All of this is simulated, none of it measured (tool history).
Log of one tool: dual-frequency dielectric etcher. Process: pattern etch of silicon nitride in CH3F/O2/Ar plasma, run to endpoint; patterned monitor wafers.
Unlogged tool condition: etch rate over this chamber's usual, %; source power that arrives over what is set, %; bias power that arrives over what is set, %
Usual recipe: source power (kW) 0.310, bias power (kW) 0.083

run	hour	source power (kW)	bias power (kW)	wafers since the last listed run	hours since the last wet clean	hours since the last source power generator calibration	hours since the last bias power generator calibration	hours since the last upper electrode change	incoming incoming film thickness, nm	endpoint time (s)
1	0.0	0.310	0.083	0	148.4	1731.8	1632.4	2674.2	21.89	32.6
2	97.5	0.310	0.083	718	245.9	1829.3	1729.9	2771.7	21.72	32.3
3	380.1	0.260	0.078	2083	528.5	2111.9	2012.5	3054.3	21.55	35.0
4	468.5	0.280	0.092	651	616.9	2200.3	2100.9	3142.7	21.69	31.3
5	548.6	0.280	0.092	590	697.0	2280.4	2181.0	3222.8	21.67	31.3
# hour 611.5: wet clean of the chamber
6	639.9	0.340	0.083	496	28.4	2371.7	2272.3	3314.1	21.74	31.5
# hour 721.8: upper electrode replaced
7	722.3	0.340	0.083	430	110.8	2454.1	2354.7	0.5	21.60	31.2
8	751.7	0.340	0.083	216	140.2	2483.5	2384.1	29.9	21.72	31.3
9	840.7	0.280	0.083	656	229.2	2572.5	2473.1	118.9	21.90	33.6
# hour 984.2: source power generator calibrated
10	1078.8	0.280	0.083	1726	467.3	94.6	2711.2	357.0	21.60	32.7
11	1146.3	0.310	0.074	497	534.8	162.1	2778.7	424.5	21.78	34.3
12	1248.2	0.310	0.074	751	636.7	264.0	2880.6	526.4	21.39	33.6
13	1303.0	0.310	0.083	404	691.5	318.8	2935.4	581.2	21.79	32.1
# hour 1424.1: wet clean of the chamber
14	1625.2	0.310	0.071	2198	201.1	641.0	3257.6	903.4	21.90	35.4
15	1667.9	0.380	0.083	314	243.8	683.7	3300.3	946.1	21.82	30.3
16	1767.7	0.310	0.075	735	343.6	783.5	3400.1	1045.9	21.61	33.8
17	1864.6	0.380	0.099	714	440.5	880.4	3497.0	1142.8	21.76	27.1
18	1968.3	0.310	0.063	764	544.2	984.1	3600.7	1246.5	21.78	38.0
19	2062.4	0.280	0.077	693	638.3	1078.2	3694.8	1340.6	21.87	34.6
20	2109.2	0.340	0.083	345	685.1	1125.0	3741.6	1387.4	21.63	30.8
21	2205.6	0.380	0.099	710	781.5	1221.4	3838.0	1483.8	21.45	26.8
# hour 2281.4: bias power generator calibrated
# hour 2297.2: wet clean of the chamber
22	2298.7	0.250	0.077	540	1.5	1314.5	17.3	1576.9	21.80	36.0
23	2395.9	0.260	0.078	716	98.7	1411.7	114.5	1674.1	21.59	35.4
24	2489.5	0.280	0.066	690	192.3	1505.3	208.1	1767.7	21.57	38.3
25	2595.8	0.390	0.083	783	298.6	1611.6	314.4	1874.0	21.72	30.5
26	2785.1	0.310	0.083	1395	487.9	1800.9	503.7	2063.3	21.69	32.2
27	2885.7	0.340	0.073	741	588.5	1901.5	604.3	2163.9	21.70	34.0
28	2944.0	0.230	0.075	429	646.8	1959.8	662.6	2222.2	21.74	37.1
29	3045.9	0.310	0.067	751	748.7	2061.7	764.5	2324.1	21.71	36.7
30	3115.5	0.310	0.083	513	818.3	2131.3	834.1	2393.7	21.77	32.9
31	3180.5	0.310	0.083	479	883.3	2196.3	899.1	2458.7	21.70	32.5
# hour 3207.9: wet clean of the chamber
32	3284.9	0.310	0.083	592	77.0	2300.7	1003.5	2563.1	21.66	32.5
33	3326.8	0.310	0.068	308	118.9	2342.6	1045.4	2605.0	21.76	36.4
34	3386.4	0.350	0.065	439	178.5	2402.2	1105.0	2664.6	21.95	36.4
35	3430.7	0.310	0.091	326	222.8	2446.5	1149.3	2708.9	21.59	30.5
# hour 3443.6: source power generator calibrated
36	3499.2	0.260	0.104	475	291.3	55.6	1217.8	2777.4	21.66	29.8

Measured result minus the same run's result without the hidden state. Both carry the same run-to-run variation, though not necessarily the same gauge scatter:
run	endpoint time (s)
1	-0.2
2	-0.2
3	-0.4
4	-0.3
5	-0.3
6	-0.3
7	-0.3
8	-0.4
9	-0.4
10	-0.4
11	-0.5
12	-0.5
13	-0.5
14	-0.5
15	-0.5
16	-0.6
17	-0.5
18	-0.6
19	-0.7
20	-0.6
21	-0.5
22	+0.0
23	+0.1
24	+0.0
25	+0.0
26	-0.1
27	-0.1
28	-0.1
29	-0.1
30	-0.1
31	-0.1
32	-0.2
33	-0.2
34	-0.2
35	-0.2
36	-0.2

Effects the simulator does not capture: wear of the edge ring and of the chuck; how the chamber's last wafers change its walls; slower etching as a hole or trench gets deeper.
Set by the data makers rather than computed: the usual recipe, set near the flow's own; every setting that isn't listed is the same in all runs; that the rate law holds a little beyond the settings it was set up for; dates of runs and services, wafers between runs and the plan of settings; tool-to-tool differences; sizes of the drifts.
